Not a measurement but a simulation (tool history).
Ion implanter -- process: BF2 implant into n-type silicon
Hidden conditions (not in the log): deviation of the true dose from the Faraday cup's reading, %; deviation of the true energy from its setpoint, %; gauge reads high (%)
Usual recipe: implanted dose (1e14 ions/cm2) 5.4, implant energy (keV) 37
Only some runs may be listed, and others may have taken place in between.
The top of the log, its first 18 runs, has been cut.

run	hour	implanted dose (1e14 ions/cm2)	implant energy (keV)	wafers since the last listed run	hours since the last dose calibration	hours since the extraction supply was calibrated	hours since the gauge calibration	read-back reference wafer on the same gauge, sheet resistance	sheet resistance of the implanted and annealed layer (ohm/square)
# hour 486.5: extraction supply calibrated
19	505.2	5.4	24.5	383	1980.8	18.7	150.6	179.62	232.36
20	531.1	6.02	48	517	2006.7	44.6	176.5	179.79	196.89
21	583.7	5.4	37	1050	2059.3	97.2	229.1	180.22	220.62
22	596.9	4.8	37	263	2072.5	110.4	242.3	180.11	245.74
23	627.6	6.19	37	613	2103.2	141.1	273	180.41	196.77
24	654.7	6.45	41.5	541	2130.3	168.2	300.1	180.75	188.77
25	676.5	5.4	37	435	2152.1	190	321.9	180.99	222.18
# hour 699.6: Faraday cup replaced and dose calibrated
26	700.1	4.21	41	311	0.5	213.6	345.5	181.06	274.49
27	715.1	6.12	29.5	299	15.5	228.6	360.5	181.05	205.81
28	738	6.21	47	457	38.4	251.5	383.4	181.2	192.63
29	761.2	5.4	37	463	61.6	274.7	406.6	181.47	223.66
30	779.8	6.44	29	371	80.2	293.3	425.2	181.61	197.16
31	814.8	4.79	41.5	699	115.2	328.3	460.2	182.04	245.4
32	850.3	4.17	30.5	709	150.7	363.8	495.7	181.85	286.14
33	879	4.93	30.5	573	179.4	392.5	524.4	182.24	246.78
34	893.1	3.87	37	281	193.5	406.6	538.5	182.49	299.36
35	919.8	6.84	30.5	533	220.2	433.3	565.2	182.81	188.24
36	951.8	6.11	29	639	252.2	465.3	597.2	182.82	209.16

For run 37, what comes out?
37	980.7	4.14	37	577	281.1	494.2	626.1	?	?

Run 37 produced read-back reference wafer on the same gauge, sheet resistance 183.12, sheet resistance of the implanted and annealed layer (ohm/square) 284.8.
Without the tool's hidden state the same run would have given sheet resistance of the implanted and annealed layer (ohm/square) 275.41.
